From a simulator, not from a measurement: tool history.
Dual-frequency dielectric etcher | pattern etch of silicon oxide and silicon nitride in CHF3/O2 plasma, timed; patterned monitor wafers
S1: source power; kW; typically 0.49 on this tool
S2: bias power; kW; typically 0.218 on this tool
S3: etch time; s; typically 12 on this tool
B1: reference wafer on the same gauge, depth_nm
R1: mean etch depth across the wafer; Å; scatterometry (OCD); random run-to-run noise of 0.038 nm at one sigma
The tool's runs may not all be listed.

run 1 hour=0 | S1=0.41 S2=0.218 S3=12 | B1=18.59 | R1=165.4
-- hour=34.2 gauge calibrated
run 2 hour=51.8 | S1=0.41 S2=0.218 S3=12 | B1=18.6 | R1=166.2
run 3 hour=93.3 | S1=0.49 S2=0.218 S3=12 | B1=18.61 | R1=175.6
run 4 hour=121.3 | S1=0.49 S2=0.218 S3=12 | B1=18.58 | R1=175.6
run 5 hour=146.7 | S1=0.49 S2=0.218 S3=12 | B1=18.6 | R1=175.6
run 6 hour=191.4 | S1=0.49 S2=0.218 S3=12 | B1=18.6 | R1=175.1
-- hour=273.2 wet clean of the chamber
run 7 hour=339.3 | S1=0.49 S2=0.218 S3=12 | B1=18.6 | R1=176.3
run 8 hour=383.7 | S1=0.49 S2=0.218 S3=12 | B1=18.61 | R1=176
run 9 hour=444.4 | S1=0.49 S2=0.218 S3=12 | B1=18.6 | R1=175.4
run 10 hour=497.6 | S1=0.49 S2=0.218 S3=12 | B1=18.61 | R1=176.3
-- hour=530.5 bias power generator calibrated
-- hour=672.3 wet clean of the chamber
run 11 hour=679.1 | S1=0.49 S2=0.218 S3=12 | B1=18.58 | R1=172.7
run 12 hour=711.7 | S1=0.46 S2=0.218 S3=12 | B1=18.62 | R1=169.2
run 13 hour=779.7 | S1=0.49 S2=0.25 S3=13.5 | B1=18.61 | R1=206.1
run 14 hour=844.7 | S1=0.52 S2=0.218 S3=9.5 | B1=18.61 | R1=140.1
run 15 hour=901.2 | S1=0.53 S2=0.182 S3=11 | B1=18.63 | R1=151
-- hour=909.8 gauge calibrated
-- hour=981.3 upper electrode replaced
run 16 hour=981.8 | S1=0.52 S2=0.218 S3=9.5 | B1=18.59 | R1=139.5
run 17 hour=992.8 | S1=0.49 S2=0.181 S3=12 | B1=18.61 | R1=160.6
run 18 hour=1028.4 | S1=0.44 S2=0.181 S3=9 | B1=18.59 | R1=115.9
-- hour=1053.4 wet clean of the chamber
run 19 hour=1065.3 | S1=0.49 S2=0.218 S3=12 | B1=18.58 | R1=173.6
run 20 hour=1118.7 | S1=0.56 S2=0.169 S3=13 | B1=18.59 | R1=177.3
-- hour=1147.2 source power generator calibrated
run 21 hour=1154.5 | S1=0.49 S2=0.218 S3=12 | B1=18.58 | R1=173.3
run 22 hour=1196.7 | S1=0.49 S2=0.218 S3=14 | B1=18.6 | R1=202
run 23 hour=1228.4 | S1=0.6 S2=0.251 S3=9.5 | B1=18.63 | R1=156.4
run 24 hour=1299.3 | S1=0.49 S2=0.218 S3=10.5 | B1=18.6 | R1=150.9
-- hour=1382.2 wet clean of the chamber
run 25 hour=1382.7 | S1=0.49 S2=0.17 S3=12 | B1=18.6 | R1=156.1
run 26 hour=1413.1 | S1=0.49 S2=0.218 S3=12 | B1=18.6 | R1=173.8
run 27 hour=1518.4 | S1=0.54 S2=0.268 S3=13.5 | B1=18.59 | R1=219.5
run 28 hour=1545.3 | S1=0.43 S2=0.194 S3=13 | B1=18.61 | R1=172

Hidden state or all else? Some run-to-run changes of R1, split into what the settings, what came in and random variation would give without the hidden state, and what is left for the hidden state (with any gauge scatter that isn't in both results):
The hidden state here: etch rate over this chamber's usual, %; source power that arrives over what is set, %; bias power that arrives over what is set, %; gauge reads high (%).
Run 6 -> 7: wet clean of the chamber. R1 +1.2 Å: hidden state +0.3, all else +0.9.
Run 10 -> 11: bias power generator calibrated, wet clean of the chamber. R1 -3.6 Å: hidden state -3.1, all else -0.5.
Run 13 -> 14: S1 0.49 -> 0.52, S2 0.25 -> 0.218, S3 13.5 -> 9.5. R1 -66 Å: hidden state +0.1, all else -66.1.
Run 18 -> 19: S1 0.44 -> 0.49, S2 0.181 -> 0.218, S3 9 -> 12, wet clean of the chamber. R1 +57.7 Å: hidden state +0, all else +57.7.
